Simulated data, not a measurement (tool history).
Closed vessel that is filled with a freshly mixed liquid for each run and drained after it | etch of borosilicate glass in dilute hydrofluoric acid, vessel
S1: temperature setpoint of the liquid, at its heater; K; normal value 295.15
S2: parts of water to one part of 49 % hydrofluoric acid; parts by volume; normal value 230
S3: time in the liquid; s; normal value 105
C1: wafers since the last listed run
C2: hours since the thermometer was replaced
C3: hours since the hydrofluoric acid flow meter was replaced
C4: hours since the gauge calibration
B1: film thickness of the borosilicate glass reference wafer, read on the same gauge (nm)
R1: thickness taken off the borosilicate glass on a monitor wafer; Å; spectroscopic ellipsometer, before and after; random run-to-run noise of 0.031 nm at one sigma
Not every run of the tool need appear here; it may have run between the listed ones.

run,hour,S1,S2,S3,C1,C2,C3,C4,B1,R1
1,0.0,295.15,180,150,0,1290.3,1527.1,76.6,59.97,193.9
2,33.8,291.65,230,130,4774,1324.1,1560.9,110.4,59.98,110.5
3,66.3,291.65,230,130,4590,1356.6,1593.4,142.9,60.01,109.8
4,98.7,291.65,230,130,4576,1389.0,1625.8,175.3,59.98,110.2
5,132.1,295.15,230,105,4717,1422.4,1659.2,208.7,60.01,102.4
6,151.7,295.15,230,105,2768,1442.0,1678.8,228.3,60.01,102.2
7,168.9,295.15,230,105,2429,1459.2,1696.0,245.5,59.98,101.9
8,182.4,295.15,175,105,1906,1472.7,1709.5,259.0,60.03,141.9
9,217.9,295.15,230,105,5014,1508.2,1745.0,294.5,60.01,102.7
10,235.5,295.15,230,105,2485,1525.8,1762.6,312.1,59.99,103.3
11,251.7,295.15,230,105,2288,1542.0,1778.8,328.3,60.01,103.2
12,283.6,295.15,230,105,4505,1573.9,1810.7,360.2,60.02,102.6
13,296.6,295.15,230,105,1836,1586.9,1823.7,373.2,60.01,103.3
# hour 298.1: thermometer replaced
14,325.9,297.15,230,70,3997,27.8,1853.0,402.5,60.00,70.2
15,338.3,291.65,190,105,1751,40.2,1865.4,414.9,60.03,108.2
16,358.4,297.15,230,45,2839,60.3,1885.5,435.0,60.00,45.7
# hour 373.7: hydrofluoric acid flow meter replaced
17,393.7,296.65,195,140,4844,95.6,20.0,470.3,59.98,159.9
18,409.1,290.65,325,165,2175,111.0,35.4,485.7,60.02,80.0
19,429.3,295.15,230,105,2853,131.2,55.6,505.9,59.99,92.8
20,444.3,292.65,230,40,2118,146.2,70.6,520.9,60.01,32.3
21,477.3,298.15,310,165,4661,179.2,103.6,553.9,59.99,111.8
# hour 490.1: gauge calibrated
22,494.4,296.65,170,165,2415,196.3,120.7,4.3,60.01,223.8
23,585.0,290.15,335,160,12797,286.9,211.3,94.9,60.03,74.6
24,598.9,295.15,175,145,1963,300.8,225.2,108.8,60.01,180.8
25,627.4,292.65,185,50,4025,329.3,253.7,137.3,60.02,53.3
26,653.2,295.15,230,105,3644,355.1,279.5,163.1,60.02,94.1
27,683.6,290.65,300,105,4293,385.5,309.9,193.5,60.02,57.5
28,712.2,291.15,200,45,4039,414.1,338.5,222.1,59.96,41.3

What does the tool deliver on the next run?
29,741.5,291.15,230,130,4138,443.4,367.8,251.4,?,?

{"run 29": {"B1": 59.99, "R1": 101.4}}
Without the tool's hidden state the same run would have given R1 97.6 Å.
